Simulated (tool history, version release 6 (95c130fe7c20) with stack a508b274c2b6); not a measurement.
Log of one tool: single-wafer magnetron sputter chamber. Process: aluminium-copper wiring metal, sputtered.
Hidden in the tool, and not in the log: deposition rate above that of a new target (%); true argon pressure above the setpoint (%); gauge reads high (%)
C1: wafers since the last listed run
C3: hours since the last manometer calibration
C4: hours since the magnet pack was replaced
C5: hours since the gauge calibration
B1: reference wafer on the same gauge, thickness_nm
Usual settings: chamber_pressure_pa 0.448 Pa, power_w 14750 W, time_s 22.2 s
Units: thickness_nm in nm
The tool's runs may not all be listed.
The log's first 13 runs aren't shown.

{"run": 14, "day": 12.021, "chamber_pressure_pa": 0.448, "power_w": 14750, "time_s": 20.5, "C1": 287, "wafers on the sputter target": 4485, "C3": 2879.0, "C4": 49.4, "C5": 54.3, "B1": 521.235, "thickness_nm": 504.231}
{"run": 15, "day": 13.212, "chamber_pressure_pa": 0.448, "power_w": 14750, "time_s": 20.5, "C1": 446, "wafers on the sputter target": 4931, "C3": 2907.6, "C4": 78.0, "C5": 82.9, "B1": 520.316, "thickness_nm": 501.15}
{"run": 16, "day": 14.204, "chamber_pressure_pa": 0.448, "power_w": 14750, "time_s": 23.5, "C1": 371, "wafers on the sputter target": 5303, "C3": 2931.4, "C4": 101.8, "C5": 106.7, "B1": 519.867, "thickness_nm": 578.386}
{"run": 17, "day": 15.038, "chamber_pressure_pa": 0.448, "power_w": 14750, "time_s": 23.5, "C1": 312, "wafers on the sputter target": 5615, "C3": 2951.4, "C4": 121.8, "C5": 126.7, "B1": 519.758, "thickness_nm": 578.547}
{"run": 18, "day": 16.254, "chamber_pressure_pa": 0.535, "power_w": 14750, "time_s": 20.1, "C1": 455, "wafers on the sputter target": 6070, "C3": 2980.6, "C4": 151.0, "C5": 155.9, "B1": 520.122, "thickness_nm": 458.174}
{"run": 19, "day": 16.929, "chamber_pressure_pa": 0.38, "power_w": 18300, "time_s": 21.1, "C1": 252, "wafers on the sputter target": 6323, "C3": 2996.8, "C4": 167.2, "C5": 172.1, "B1": 520.77, "thickness_nm": 640.142}
{"day": 17.3, "done": "sputter target and shields replaced"}
{"run": 20, "day": 18.088, "chamber_pressure_pa": 0.448, "power_w": 14750, "time_s": 24.4, "C1": 308, "wafers on the sputter target": 295, "C3": 3024.6, "C4": 195.0, "C5": 199.9, "B1": 520.106, "thickness_nm": 596.967}
{"run": 21, "day": 19.0, "chamber_pressure_pa": 0.5, "power_w": 11650, "time_s": 19.6, "C1": 341, "wafers on the sputter target": 637, "C3": 3046.5, "C4": 216.9, "C5": 221.8, "B1": 520.412, "thickness_nm": 392.568}
{"run": 22, "day": 19.942, "chamber_pressure_pa": 0.448, "power_w": 14750, "time_s": 22.2, "C1": 352, "wafers on the sputter target": 989, "C3": 3069.1, "C4": 239.5, "C5": 244.4, "B1": 519.831, "thickness_nm": 544.695}
{"run": 23, "day": 21.175, "chamber_pressure_pa": 0.448, "power_w": 14750, "time_s": 22.2, "C1": 461, "wafers on the sputter target": 1451, "C3": 3098.7, "C4": 269.1, "C5": 274.0, "B1": 520.242, "thickness_nm": 545.224}
{"day": 22.567, "done": "capacitance manometer re-zeroed and calibrated"}
{"run": 24, "day": 22.625, "chamber_pressure_pa": 0.275, "power_w": 14750, "time_s": 22.2, "C1": 418, "wafers on the sputter target": 1869, "C3": 1.4, "C4": 303.9, "C5": 308.8, "B1": 518.721, "thickness_nm": 653.272}
{"run": 25, "day": 23.504, "chamber_pressure_pa": 0.521, "power_w": 14750, "time_s": 18.5, "C1": 329, "wafers on the sputter target": 2199, "C3": 22.5, "C4": 325.0, "C5": 329.9, "B1": 519.183, "thickness_nm": 456.117}

Forecast run 26:
{"run": 26, "day": 24.112, "chamber_pressure_pa": 0.317, "power_w": 13750, "time_s": 18.1, "C1": 227, "wafers on the sputter target": 2427, "C3": 37.1, "C4": 339.6, "C5": 344.5, "B1": "?", "thickness_nm": "?"}

{"run 26": {"B1": 520.075, "thickness_nm": 491.369}}
Without the tool's hidden state the same run would have given thickness_nm 492.128 nm.

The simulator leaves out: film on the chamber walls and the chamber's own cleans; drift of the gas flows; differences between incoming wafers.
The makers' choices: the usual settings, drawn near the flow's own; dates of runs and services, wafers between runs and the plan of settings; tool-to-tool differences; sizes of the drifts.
